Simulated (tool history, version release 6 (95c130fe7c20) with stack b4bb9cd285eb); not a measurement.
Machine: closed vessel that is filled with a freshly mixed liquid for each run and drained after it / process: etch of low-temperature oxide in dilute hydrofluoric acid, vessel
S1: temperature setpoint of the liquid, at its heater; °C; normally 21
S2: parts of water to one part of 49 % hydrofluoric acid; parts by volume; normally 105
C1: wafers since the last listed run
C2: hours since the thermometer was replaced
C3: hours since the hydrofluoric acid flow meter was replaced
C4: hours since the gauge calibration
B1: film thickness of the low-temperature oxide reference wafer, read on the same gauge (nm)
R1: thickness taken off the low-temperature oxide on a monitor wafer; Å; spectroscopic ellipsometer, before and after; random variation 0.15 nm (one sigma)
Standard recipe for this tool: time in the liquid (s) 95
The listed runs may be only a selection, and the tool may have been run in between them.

run 1 hour=0 | S1=21 S2=105 time_in_the_liquid_(s)=95 | C1=0 C2=31.1 C3=582.7 C4=1716.1 | B1=120 | R1=233.3
run 2 hour=61.7 | S1=21 S2=105 time_in_the_liquid_(s)=95 | C1=6094 C2=92.8 C3=644.4 C4=1777.8 | B1=120 | R1=234.6
run 3 hour=133.7 | S1=21 S2=105 time_in_the_liquid_(s)=95 | C1=7112 C2=164.8 C3=716.4 C4=1849.8 | B1=119.99 | R1=233.7
run 4 hour=239.4 | S1=21 S2=105 time_in_the_liquid_(s)=95 | C1=10440 C2=270.5 C3=822.1 C4=1955.5 | B1=119.99 | R1=236.3
run 5 hour=330.4 | S1=19 S2=105 time_in_the_liquid_(s)=95 | C1=8988 C2=361.5 C3=913.1 C4=2046.5 | B1=119.99 | R1=219
run 6 hour=404 | S1=19 S2=105 time_in_the_liquid_(s)=95 | C1=7270 C2=435.1 C3=986.7 C4=2120.1 | B1=119.99 | R1=217.9
run 7 hour=499.5 | S1=19 S2=105 time_in_the_liquid_(s)=95 | C1=9433 C2=530.6 C3=1082.2 C4=2215.6 | B1=120.01 | R1=221.4
run 8 hour=584.8 | S1=21 S2=80 time_in_the_liquid_(s)=95 | C1=8425 C2=615.9 C3=1167.5 C4=2300.9 | B1=120.01 | R1=323.1
run 9 hour=670.8 | S1=21 S2=80 time_in_the_liquid_(s)=95 | C1=8494 C2=701.9 C3=1253.5 C4=2386.9 | B1=120 | R1=322.9
-- hour=681.5 thermometer replaced
-- hour=689.2 gauge calibrated
run 10 hour=737.6 | S1=21 S2=80 time_in_the_liquid_(s)=95 | C1=6499 C2=56.1 C3=1320.3 C4=48.4 | B1=120.02 | R1=326.7
run 11 hour=820.3 | S1=21 S2=105 time_in_the_liquid_(s)=140 | C1=8168 C2=138.8 C3=1403 C4=131.1 | B1=119.99 | R1=355
run 12 hour=870.8 | S1=21 S2=105 time_in_the_liquid_(s)=140 | C1=4988 C2=189.3 C3=1453.5 C4=181.6 | B1=120 | R1=358.1
run 13 hour=970 | S1=21 S2=105 time_in_the_liquid_(s)=95 | C1=9798 C2=288.5 C3=1552.7 C4=280.8 | B1=120.03 | R1=241.9
run 14 hour=1049 | S1=26 S2=80 time_in_the_liquid_(s)=95 | C1=7803 C2=367.5 C3=1631.7 C4=359.8 | B1=120 | R1=399.3
run 15 hour=1090.5 | S1=21 S2=70 time_in_the_liquid_(s)=70 | C1=4099 C2=409 C3=1673.2 C4=401.3 | B1=119.99 | R1=280.9
run 16 hour=1182.3 | S1=17 S2=70 time_in_the_liquid_(s)=70 | C1=9067 C2=500.8 C3=1765 C4=493.1 | B1=120.01 | R1=235.4
run 17 hour=1269.3 | S1=21 S2=105 time_in_the_liquid_(s)=75 | C1=8593 C2=587.8 C3=1852 C4=580.1 | B1=119.99 | R1=194.9
-- hour=1281.5 thermometer replaced
run 18 hour=1323.4 | S1=21 S2=105 time_in_the_liquid_(s)=55 | C1=5245 C2=41.9 C3=1906.1 C4=634.2 | B1=120 | R1=143.7
-- hour=1347.4 hydrofluoric acid flow meter replaced
run 19 hour=1380.7 | S1=18 S2=105 time_in_the_liquid_(s)=95 | C1=5561 C2=99.2 C3=33.3 C4=691.5 | B1=120.01 | R1=204.3
run 20 hour=1465.6 | S1=18 S2=105 time_in_the_liquid_(s)=55 | C1=8386 C2=184.1 C3=118.2 C4=776.4 | B1=120 | R1=117.4
run 21 hour=1535.3 | S1=23 S2=65 time_in_the_liquid_(s)=55 | C1=6884 C2=253.8 C3=187.9 C4=846.1 | B1=120 | R1=243.5
run 22 hour=1614 | S1=17 S2=75 time_in_the_liquid_(s)=135 | C1=7773 C2=332.5 C3=266.6 C4=924.8 | B1=120 | R1=400.3
run 23 hour=1658.3 | S1=21 S2=105 time_in_the_liquid_(s)=95 | C1=4375 C2=376.8 C3=310.9 C4=969.1 | B1=119.99 | R1=229.2
run 24 hour=1916.7 | S1=17 S2=105 time_in_the_liquid_(s)=50 | C1=25524 C2=635.2 C3=569.3 C4=1227.5 | B1=120 | R1=104.6
-- hour=1938.1 thermometer replaced
run 25 hour=2023.7 | S1=21 S2=105 time_in_the_liquid_(s)=95 | C1=10470 C2=85.6 C3=676.3 C4=1334.5 | B1=119.99 | R1=233.3
run 26 hour=2129.5 | S1=21 S2=105 time_in_the_liquid_(s)=95 | C1=10450 C2=191.4 C3=782.1 C4=1440.3 | B1=120 | R1=235.4
run 27 hour=2187.7 | S1=24.5 S2=85 time_in_the_liquid_(s)=140 | C1=5748 C2=249.6 C3=840.3 C4=1498.5 | B1=120.01 | R1=503.3
run 28 hour=2247.4 | S1=21 S2=105 time_in_the_liquid_(s)=95 | C1=5897 C2=309.3 C3=900 C4=1558.2 | B1=120 | R1=237.9
run 29 hour=2292 | S1=19 S2=150 time_in_the_liquid_(s)=130 | C1=4405 C2=353.9 C3=944.6 C4=1602.8 | B1=120 | R1=200.2
run 30 hour=2340.6 | S1=21 S2=105 time_in_the_liquid_(s)=95 | C1=4800 C2=402.5 C3=993.2 C4=1651.4 | B1=120.01 | R1=236.5
run 31 hour=2405.4 | S1=23.5 S2=85 time_in_the_liquid_(s)=125 | C1=6400 C2=467.3 C3=1058 C4=1716.2 | B1=120.01 | R1=442.9

Here are 5 independent what-if runs from the current tool condition. What would each one return?
run A hour=2406.1 | S1=21 S2=75 time_in_the_liquid_(s)=95 | C1=69 C2=468 C3=1058.7 C4=1716.9 | B1=? | R1=?
run B hour=2406.1 | S1=23.5 S2=120 time_in_the_liquid_(s)=45 | C1=69 C2=468 C3=1058.7 C4=1716.9 | B1=? | R1=?
run C hour=2406.1 | S1=23.5 S2=150 time_in_the_liquid_(s)=45 | C1=69 C2=468 C3=1058.7 C4=1716.9 | B1=? | R1=?
run D hour=2406.1 | S1=18 S2=150 time_in_the_liquid_(s)=50 | C1=69 C2=468 C3=1058.7 C4=1716.9 | B1=? | R1=?
run E hour=2406.1 | S1=21 S2=75 time_in_the_liquid_(s)=130 | C1=69 C2=468 C3=1058.7 C4=1716.9 | B1=? | R1=?

run=A B1=120.01 R1=345.9
run=B B1=120.01 R1=107.6
run=C B1=120.01 R1=83.3
run=D B1=120.01 R1=74.4
run=E B1=120.01 R1=473.4
Take away the tool's hidden state, keep each run's random variation, and the runs would have read:
run=A R1=329.8
run=B R1=102.4
run=C R1=79.1
run=D R1=70.8
run=E R1=451.3
